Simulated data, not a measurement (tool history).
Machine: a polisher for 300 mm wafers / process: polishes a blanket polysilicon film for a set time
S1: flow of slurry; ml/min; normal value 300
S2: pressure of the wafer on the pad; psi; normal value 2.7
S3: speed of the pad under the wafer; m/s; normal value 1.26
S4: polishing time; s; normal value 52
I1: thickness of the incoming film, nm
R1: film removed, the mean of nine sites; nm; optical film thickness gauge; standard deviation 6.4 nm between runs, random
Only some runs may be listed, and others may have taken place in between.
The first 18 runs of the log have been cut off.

| run | hour | S1 | S2 | S3 | S4 | I1 | R1 |
|---|---|---|---|---|---|---|---|
| 19 | 463.6 | 335 | 3.1 | 1.26 | 41 | 1506.2 | 393.7 |
| 20 | 476.8 | 300 | 2.7 | 1.06 | 52 | 1515.8 | 370.4 |
|  | 527.3 | head pressure recalibrated |
| 21 | 558.6 | 300 | 2.7 | 1.26 | 52 | 1540.2 | 427.8 |
| 22 | 576.9 | 300 | 2.7 | 1.26 | 39 | 1511.8 | 328.5 |
|  | 589.1 | worn pad replaced by a new one |
| 23 | 679.7 | 300 | 2.7 | 1.26 | 52 | 1508.8 | 438.2 |
| 24 | 708.9 | 365 | 2.2 | 1.26 | 52 | 1529.7 | 379.3 |
|  | 743.2 | slurry nozzle cleaned |
| 25 | 743.6 | 360 | 1.8 | 1.14 | 52 | 1512.8 | 289.4 |
| 26 | 824.4 | 260 | 3.5 | 1.12 | 40 | 1520.4 | 362.7 |
|  | 837.5 | head pressure recalibrated |
| 27 | 855.1 | 335 | 2.7 | 1.54 | 52 | 1537.2 | 537.3 |
|  | 870.5 | worn pad replaced by a new one |
| 28 | 875.8 | 230 | 2.7 | 1.62 | 52 | 1529.6 | 592.5 |
| 29 | 901.8 | 400 | 2.2 | 0.96 | 65 | 1528.6 | 363.3 |
| 30 | 936.8 | 300 | 1.8 | 1.26 | 52 | 1487.2 | 330.9 |
| 31 | 959.8 | 405 | 2.7 | 1.26 | 37 | 1509.7 | 316.4 |
| 32 | 1057.1 | 300 | 2.7 | 1.26 | 52 | 1511.7 | 436.0 |
| 33 | 1070.8 | 300 | 2.7 | 1.26 | 52 | 1487.5 | 444.5 |
| 34 | 1101.4 | 405 | 2.7 | 1.26 | 37 | 1507.6 | 314.2 |
| 35 | 1124.1 | 210 | 2.7 | 1.42 | 63 | 1493.0 | 584.5 |
| 36 | 1144.9 | 300 | 2.4 | 1.58 | 52 | 1535.4 | 486.2 |

What if the next run were any one of these 5? Each begins from the tool's condition after run 36:
| A | 1145.3 | 300 | 2.7 | 1.26 | 52 | 1499.0 | ? |
| B | 1145.3 | 235 | 3.2 | 0.92 | 52 | 1499.0 | ? |
| C | 1145.3 | 255 | 3.0 | 1.42 | 47 | 1499.0 | ? |
| D | 1145.3 | 300 | 2.7 | 1.14 | 52 | 1499.0 | ? |
| E | 1145.3 | 240 | 2.7 | 1.26 | 52 | 1499.0 | ? |

| run | R1 |
|---|---|
| A | 442.9 |
| B | 364.7 |
| C | 485.5 |
| D | 400.7 |
| E | 436.0 |
Without the tool's hidden state the same runs would have given:
| run | R1 |
|---|---|
| A | 471.1 |
| B | 387.9 |
| C | 516.4 |
| D | 426.2 |
| E | 463.7 |
